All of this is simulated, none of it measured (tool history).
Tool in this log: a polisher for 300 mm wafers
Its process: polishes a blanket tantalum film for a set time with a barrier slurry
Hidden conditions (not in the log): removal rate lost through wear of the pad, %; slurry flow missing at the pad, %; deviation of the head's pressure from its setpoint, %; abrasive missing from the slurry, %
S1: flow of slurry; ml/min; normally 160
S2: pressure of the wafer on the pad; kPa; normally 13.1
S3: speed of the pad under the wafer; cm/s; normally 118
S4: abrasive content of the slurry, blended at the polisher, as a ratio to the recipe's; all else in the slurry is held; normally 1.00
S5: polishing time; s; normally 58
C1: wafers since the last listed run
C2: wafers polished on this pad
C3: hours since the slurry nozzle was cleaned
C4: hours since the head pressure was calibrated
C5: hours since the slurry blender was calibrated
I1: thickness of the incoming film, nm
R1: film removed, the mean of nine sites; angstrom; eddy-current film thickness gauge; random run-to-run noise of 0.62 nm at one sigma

Run 1, hour 0.0: usual settings but S5 73 s; C1 0; C2 2187; C3 264.1; C4 180.5; C5 431.7; I1 316.8. Result: R1 1209 angstrom.
At hour 49.5: slurry blender recalibrated.
Run 2, hour 75.6: usual settings but S5 73 s; C1 911; C2 3098; C3 339.7; C4 256.1; C5 26.1; I1 308.7. Result: R1 1200 angstrom.
Run 3, hour 159.7: usual settings; C1 1041; C2 4139; C3 423.8; C4 340.2; C5 110.2; I1 310.7. Result: R1 925 angstrom.
At hour 241.3: worn pad replaced by a new one.
Run 4, hour 254.2: usual settings; C1 1120; C2 159; C3 518.3; C4 434.7; C5 204.7; I1 306.2. Result: R1 952 angstrom.
Run 5, hour 316.1: usual settings but S5 48 s; C1 766; C2 926; C3 580.2; C4 496.6; C5 266.6; I1 306.3. Result: R1 782 angstrom.
At hour 344.7: head pressure recalibrated.
Run 6, hour 367.5: usual settings but S5 48 s; C1 611; C2 1537; C3 631.6; C4 22.8; C5 318.0; I1 309.3. Result: R1 803 angstrom.
Run 7, hour 407.1: usual settings; C1 490; C2 2028; C3 671.2; C4 62.4; C5 357.6; I1 305.8. Result: R1 968 angstrom.
At hour 439.2: slurry nozzle cleaned.
Run 8, hour 458.6: usual settings; C1 625; C2 2653; C3 19.4; C4 113.9; C5 409.1; I1 304.6. Result: R1 962 angstrom.
At hour 513.2: slurry blender recalibrated.
Run 9, hour 514.5: usual settings; C1 667; C2 3320; C3 75.3; C4 169.8; C5 1.3; I1 309.0. Result: R1 944 angstrom.
Run 10, hour 600.3: usual settings; C1 1062; C2 4383; C3 161.1; C4 255.6; C5 87.1; I1 306.8. Result: R1 934 angstrom.
Run 11, hour 665.3: usual settings; C1 804; C2 5188; C3 226.1; C4 320.6; C5 152.1; I1 311.7. Result: R1 912 angstrom.
Run 12, hour 713.9: usual settings; C1 601; C2 5789; C3 274.7; C4 369.2; C5 200.7; I1 307.0. Result: R1 903 angstrom.
At hour 731.3: worn pad replaced by a new one.
Run 13, hour 755.5: usual settings; C1 465; C2 299; C3 316.3; C4 410.8; C5 242.3; I1 315.9. Result: R1 951 angstrom.
At hour 849.3: head pressure recalibrated.
Run 14, hour 861.0: usual settings; C1 1281; C2 1580; C3 421.8; C4 11.7; C5 347.8; I1 316.3. Result: R1 971 angstrom.
Run 15, hour 939.0: usual settings but S3 140 cm/s, S4 0.90; C1 965; C2 2546; C3 499.8; C4 89.7; C5 425.8; I1 303.9. Result: R1 1102 angstrom.
At hour 970.5: slurry blender recalibrated.
Run 16, hour 983.2: usual settings but S3 140 cm/s, S4 0.90; C1 522; C2 3069; C3 544.0; C4 133.9; C5 12.7; I1 314.4. Result: R1 1095 angstrom.
At hour 1000.7: slurry nozzle cleaned.
Run 17, hour 1087.2: usual settings but S3 150 cm/s, S5 52 s; C1 1275; C2 4344; C3 86.5; C4 237.9; C5 116.7; I1 309.9. Result: R1 1054 angstrom.
At hour 1147.2: worn pad replaced by a new one.
Run 18, hour 1187.0: usual settings but S3 144 cm/s; C1 1186; C2 493; C3 186.3; C4 337.7; C5 216.5; I1 311.3. Result: R1 1149 angstrom.
At hour 1366.2: slurry blender recalibrated.
At hour 1412.6: head pressure recalibrated.
Run 19, hour 1459.4: usual settings; C1 3323; C2 3816; C3 458.7; C4 46.8; C5 93.2; I1 310.4. Result: R1 956 angstrom.
Run 20, hour 1507.7: usual settings but S3 136 cm/s; C1 598; C2 4414; C3 507.0; C4 95.1; C5 141.5; I1 311.9. Result: R1 1078 angstrom.
At hour 1521.8: worn pad replaced by a new one.
Run 21, hour 1611.6: usual settings but S1 120 ml/min, S3 146 cm/s; C1 1237; C2 1111; C3 610.9; C4 199.0; C5 245.4; I1 307.6. Result: R1 1143 angstrom.
Run 22, hour 1665.6: usual settings but S4 1.20, S5 46 s; C1 668; C2 1780; C3 664.9; C4 253.0; C5 299.4; I1 310.5. Result: R1 791 angstrom.
At hour 1697.7: slurry nozzle cleaned.
Run 23, hour 1708.6: usual settings but S2 17.2 kPa, S5 49 s; C1 520; C2 2300; C3 10.9; C4 296.0; C5 342.4; I1 306.9. Result: R1 1054 angstrom.
Run 24, hour 1748.6: usual settings; C1 495; C2 2795; C3 50.9; C4 336.0; C5 382.4; I1 310.2. Result: R1 923 angstrom.
Run 25, hour 1794.9: usual settings but S2 15.9 kPa, S5 71 s; C1 573; C2 3368; C3 97.2; C4 382.3; C5 428.7; I1 315.2. Result: R1 1374 angstrom.
At hour 1845.2: slurry blender recalibrated.
Run 26, hour 1861.9: usual settings but S3 140 cm/s, S4 0.90; C1 804; C2 4173; C3 164.2; C4 449.3; C5 16.7; I1 308.4. Result: R1 1053 angstrom.
Run 27, hour 1898.7: usual settings but S1 180 ml/min, S2 16.5 kPa, S3 94 cm/s, S4 1.20; C1 455; C2 4629; C3 201.0; C4 486.1; C5 53.5; I1 312.3. Result: R1 967 angstrom.
At hour 1923.1: worn pad replaced by a new one.
At hour 1940.4: head pressure recalibrated.
Run 28, hour 1985.1: usual settings but S1 175 ml/min, S2 9.0 kPa, S3 154 cm/s, S4 0.80; C1 995; C2 742; C3 287.4; C4 44.7; C5 139.9; I1 309.9. Result: R1 819 angstrom.
Run 29, hour 2034.3: usual settings but S1 200 ml/min; C1 609; C2 1351; C3 336.6; C4 93.9; C5 189.1; I1 308.0. Result: R1 1005 angstrom.
Run 30, hour 2139.9: usual settings but S2 15.9 kPa, S4 1.25, S5 74 s; C1 1307; C2 2659; C3 442.2; C4 199.5; C5 294.7; I1 311.8. Result: R1 1560 angstrom.

Each row is a separate what-if for the run after 30, all from the same tool condition, not one after another. Results?
Run A, hour 2140.3: usual settings but S3 100 cm/s; C1 4; C2 2664; C3 442.6; C4 199.9; C5 295.1; I1 311.1. Result: R1 ?.
Run B, hour 2140.3: usual settings but S2 15.9 kPa, S4 0.80; C1 4; C2 2664; C3 442.6; C4 199.9; C5 295.1; I1 311.1. Result: R1 ?.
Run C, hour 2140.3: usual settings but S4 0.90, S5 64 s; C1 4; C2 2664; C3 442.6; C4 199.9; C5 295.1; I1 311.1. Result: R1 ?.
Run D, hour 2140.3: usual settings but S2 9.0 kPa; C1 4; C2 2664; C3 442.6; C4 199.9; C5 295.1; I1 311.1. Result: R1 ?.

run    R1
  A   811
  B  1080
  C  1019
  D   650
Without the tool's unlogged condition, the same runs would have read:
run    R1
  A   830
  B  1106
  C  1043
  D   666
